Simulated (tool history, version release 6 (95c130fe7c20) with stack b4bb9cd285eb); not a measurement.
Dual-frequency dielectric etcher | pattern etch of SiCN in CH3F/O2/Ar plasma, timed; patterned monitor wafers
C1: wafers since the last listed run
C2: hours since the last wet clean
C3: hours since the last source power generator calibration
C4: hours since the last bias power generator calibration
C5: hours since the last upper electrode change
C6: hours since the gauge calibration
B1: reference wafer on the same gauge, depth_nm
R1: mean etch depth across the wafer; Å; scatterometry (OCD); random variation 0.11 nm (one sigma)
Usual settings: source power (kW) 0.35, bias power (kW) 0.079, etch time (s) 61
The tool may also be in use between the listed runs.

{"run": 1, "hour": 0.0, "source power (kW)": 0.35, "bias power (kW)": 0.079, "etch time (s)": 61, "C1": 0, "C2": 568.6, "C3": 1897.6, "C4": 3077.3, "C5": 3331.4, "C6": 1141.7, "B1": 18.51, "R1": 207.9}
{"run": 2, "hour": 28.5, "source power (kW)": 0.35, "bias power (kW)": 0.079, "etch time (s)": 61, "C1": 483, "C2": 597.1, "C3": 1926.1, "C4": 3105.8, "C5": 3359.9, "C6": 1170.2, "B1": 18.47, "R1": 209.6}
{"run": 3, "hour": 49.7, "source power (kW)": 0.35, "bias power (kW)": 0.079, "etch time (s)": 61, "C1": 359, "C2": 618.3, "C3": 1947.3, "C4": 3127, "C5": 3381.1, "C6": 1191.4, "B1": 18.49, "R1": 209.9}
{"run": 4, "hour": 81.8, "source power (kW)": 0.35, "bias power (kW)": 0.079, "etch time (s)": 61, "C1": 544, "C2": 650.4, "C3": 1979.4, "C4": 3159.1, "C5": 3413.2, "C6": 1223.5, "B1": 18.51, "R1": 211.3}
{"hour": 106.2, "done": "wet clean of the chamber"}
{"run": 5, "hour": 106.7, "source power (kW)": 0.35, "bias power (kW)": 0.079, "etch time (s)": 61, "C1": 15, "C2": 0.5, "C3": 2004.3, "C4": 3184, "C5": 3438.1, "C6": 1248.4, "B1": 18.5, "R1": 217.8}
{"hour": 111.2, "done": "source power generator calibrated"}
{"run": 6, "hour": 116.9, "source power (kW)": 0.35, "bias power (kW)": 0.079, "etch time (s)": 61, "C1": 105, "C2": 10.7, "C3": 5.7, "C4": 3194.2, "C5": 3448.3, "C6": 1258.6, "B1": 18.47, "R1": 219.5}
{"run": 7, "hour": 133.8, "source power (kW)": 0.35, "bias power (kW)": 0.079, "etch time (s)": 61, "C1": 286, "C2": 27.6, "C3": 22.6, "C4": 3211.1, "C5": 3465.2, "C6": 1275.5, "B1": 18.49, "R1": 218.1}
{"hour": 148.2, "done": "gauge calibrated"}
{"run": 8, "hour": 175.9, "source power (kW)": 0.35, "bias power (kW)": 0.079, "etch time (s)": 61, "C1": 714, "C2": 69.7, "C3": 64.7, "C4": 3253.2, "C5": 3507.3, "C6": 27.7, "B1": 18.49, "R1": 216.2}
{"run": 9, "hour": 202.0, "source power (kW)": 0.35, "bias power (kW)": 0.079, "etch time (s)": 54, "C1": 442, "C2": 95.8, "C3": 90.8, "C4": 3279.3, "C5": 3533.4, "C6": 53.8, "B1": 18.51, "R1": 193.5}
{"hour": 218.9, "done": "bias power generator calibrated"}
{"run": 10, "hour": 223.3, "source power (kW)": 0.28, "bias power (kW)": 0.079, "etch time (s)": 61, "C1": 293, "C2": 117.1, "C3": 112.1, "C4": 4.4, "C5": 3554.7, "C6": 75.1, "B1": 18.48, "R1": 201.3}
{"run": 11, "hour": 251.3, "source power (kW)": 0.31, "bias power (kW)": 0.066, "etch time (s)": 47.5, "C1": 474, "C2": 145.1, "C3": 140.1, "C4": 32.4, "C5": 3582.7, "C6": 103.1, "B1": 18.51, "R1": 148.4}
{"run": 12, "hour": 281.9, "source power (kW)": 0.35, "bias power (kW)": 0.071, "etch time (s)": 61, "C1": 518, "C2": 175.7, "C3": 170.7, "C4": 63, "C5": 3613.3, "C6": 133.7, "B1": 18.53, "R1": 204.4}
{"hour": 313.2, "done": "upper electrode replaced, of another model than before"}
{"run": 13, "hour": 313.7, "source power (kW)": 0.35, "bias power (kW)": 0.059, "etch time (s)": 75, "C1": 132, "C2": 207.5, "C3": 202.5, "C4": 94.8, "C5": 0.5, "C6": 165.5, "B1": 18.53, "R1": 235.8}
{"run": 14, "hour": 337.5, "source power (kW)": 0.35, "bias power (kW)": 0.079, "etch time (s)": 61, "C1": 403, "C2": 231.3, "C3": 226.3, "C4": 118.6, "C5": 24.3, "C6": 189.3, "B1": 18.52, "R1": 214.7}
{"run": 15, "hour": 361.6, "source power (kW)": 0.39, "bias power (kW)": 0.064, "etch time (s)": 48.5, "C1": 408, "C2": 255.4, "C3": 250.4, "C4": 142.7, "C5": 48.4, "C6": 213.4, "B1": 18.49, "R1": 167.2}
{"run": 16, "hour": 392.0, "source power (kW)": 0.35, "bias power (kW)": 0.079, "etch time (s)": 61, "C1": 515, "C2": 285.8, "C3": 280.8, "C4": 173.1, "C5": 78.8, "C6": 243.8, "B1": 18.5, "R1": 215.7}
{"run": 17, "hour": 419.9, "source power (kW)": 0.35, "bias power (kW)": 0.06, "etch time (s)": 79, "C1": 473, "C2": 313.7, "C3": 308.7, "C4": 201, "C5": 106.7, "C6": 271.7, "B1": 18.5, "R1": 251.3}
{"run": 18, "hour": 454.7, "source power (kW)": 0.35, "bias power (kW)": 0.091, "etch time (s)": 61, "C1": 590, "C2": 348.5, "C3": 343.5, "C4": 235.8, "C5": 141.5, "C6": 306.5, "B1": 18.5, "R1": 226.5}
{"run": 19, "hour": 488.5, "source power (kW)": 0.27, "bias power (kW)": 0.079, "etch time (s)": 61, "C1": 573, "C2": 382.3, "C3": 377.3, "C4": 269.6, "C5": 175.3, "C6": 340.3, "B1": 18.5, "R1": 186.4}
{"run": 20, "hour": 509.9, "source power (kW)": 0.35, "bias power (kW)": 0.079, "etch time (s)": 61, "C1": 362, "C2": 403.7, "C3": 398.7, "C4": 291, "C5": 196.7, "C6": 361.7, "B1": 18.52, "R1": 215}
{"run": 21, "hour": 524.7, "source power (kW)": 0.35, "bias power (kW)": 0.079, "etch time (s)": 61, "C1": 251, "C2": 418.5, "C3": 413.5, "C4": 305.8, "C5": 211.5, "C6": 376.5, "B1": 18.5, "R1": 213.9}
{"run": 22, "hour": 548.7, "source power (kW)": 0.35, "bias power (kW)": 0.079, "etch time (s)": 61, "C1": 407, "C2": 442.5, "C3": 437.5, "C4": 329.8, "C5": 235.5, "C6": 400.5, "B1": 18.46, "R1": 214.1}
{"run": 23, "hour": 584.2, "source power (kW)": 0.35, "bias power (kW)": 0.099, "etch time (s)": 75.5, "C1": 602, "C2": 478, "C3": 473, "C4": 365.3, "C5": 271, "C6": 436, "B1": 18.5, "R1": 288.5}
{"run": 24, "hour": 602.9, "source power (kW)": 0.3, "bias power (kW)": 0.079, "etch time (s)": 61, "C1": 317, "C2": 496.7, "C3": 491.7, "C4": 384, "C5": 289.7, "C6": 454.7, "B1": 18.49, "R1": 195.4}
{"run": 25, "hour": 631.7, "source power (kW)": 0.32, "bias power (kW)": 0.079, "etch time (s)": 61, "C1": 488, "C2": 525.5, "C3": 520.5, "C4": 412.8, "C5": 318.5, "C6": 483.5, "B1": 18.49, "R1": 202.7}
{"run": 26, "hour": 732.9, "source power (kW)": 0.4, "bias power (kW)": 0.063, "etch time (s)": 67.5, "C1": 1716, "C2": 626.7, "C3": 621.7, "C4": 514, "C5": 419.7, "C6": 584.7, "B1": 18.49, "R1": 227.1}
{"hour": 774.4, "done": "wet clean of the chamber"}
{"run": 27, "hour": 774.9, "source power (kW)": 0.35, "bias power (kW)": 0.069, "etch time (s)": 53, "C1": 305, "C2": 0.5, "C3": 663.7, "C4": 556, "C5": 461.7, "C6": 626.7, "B1": 18.5, "R1": 181.6}
{"run": 28, "hour": 784.3, "source power (kW)": 0.38, "bias power (kW)": 0.087, "etch time (s)": 43, "C1": 159, "C2": 9.9, "C3": 673.1, "C4": 565.4, "C5": 471.1, "C6": 636.1, "B1": 18.47, "R1": 168.5}
{"run": 29, "hour": 810.0, "source power (kW)": 0.35, "bias power (kW)": 0.072, "etch time (s)": 61, "C1": 435, "C2": 35.6, "C3": 698.8, "C4": 591.1, "C5": 496.8, "C6": 661.8, "B1": 18.51, "R1": 210.7}
{"run": 30, "hour": 834.1, "source power (kW)": 0.35, "bias power (kW)": 0.097, "etch time (s)": 70, "C1": 408, "C2": 59.7, "C3": 722.9, "C4": 615.2, "C5": 520.9, "C6": 685.9, "B1": 18.49, "R1": 269.7}

Hidden state at the last listed run before each entry between runs and at the first one after, where it differs:
Between runs 4 and 5: wet clean of the chamber (hour 106.2)
  etch rate over this chamber's usual, %: -3.66 -> 0.317
  measured less the result without the state, R1: -8.1 -> +0.7 Å
Between runs 5 and 6: source power generator calibrated (hour 111.2)
  etch rate over this chamber's usual, %: 0.317 -> 0.264
  measured less the result without the state, R1: +0.7 -> +0.5 Å
Between runs 7 and 8: gauge calibrated (hour 148.2)
  etch rate over this chamber's usual, %: 0.175 -> -0.0462
  measured less the result without the state, R1: +0.4 -> -0.1 Å
Between runs 9 and 10: bias power generator calibrated (hour 218.9)
  etch rate over this chamber's usual, %: -0.183 -> -0.295
  measured less the result without the state, R1: -0.4 -> -0.6 Å
Between runs 12 and 13: upper electrode replaced, of another model than before (hour 313.2)
  etch rate over this chamber's usual, %: -0.603 -> -0.77
  measured less the result without the state, R1: -1.2 -> -1.8 Å
Between runs 26 and 27: wet clean of the chamber (hour 774.4)
  etch rate over this chamber's usual, %: -2.97 -> 0.271
  measured less the result without the state, R1: -7 -> +0.5 Å

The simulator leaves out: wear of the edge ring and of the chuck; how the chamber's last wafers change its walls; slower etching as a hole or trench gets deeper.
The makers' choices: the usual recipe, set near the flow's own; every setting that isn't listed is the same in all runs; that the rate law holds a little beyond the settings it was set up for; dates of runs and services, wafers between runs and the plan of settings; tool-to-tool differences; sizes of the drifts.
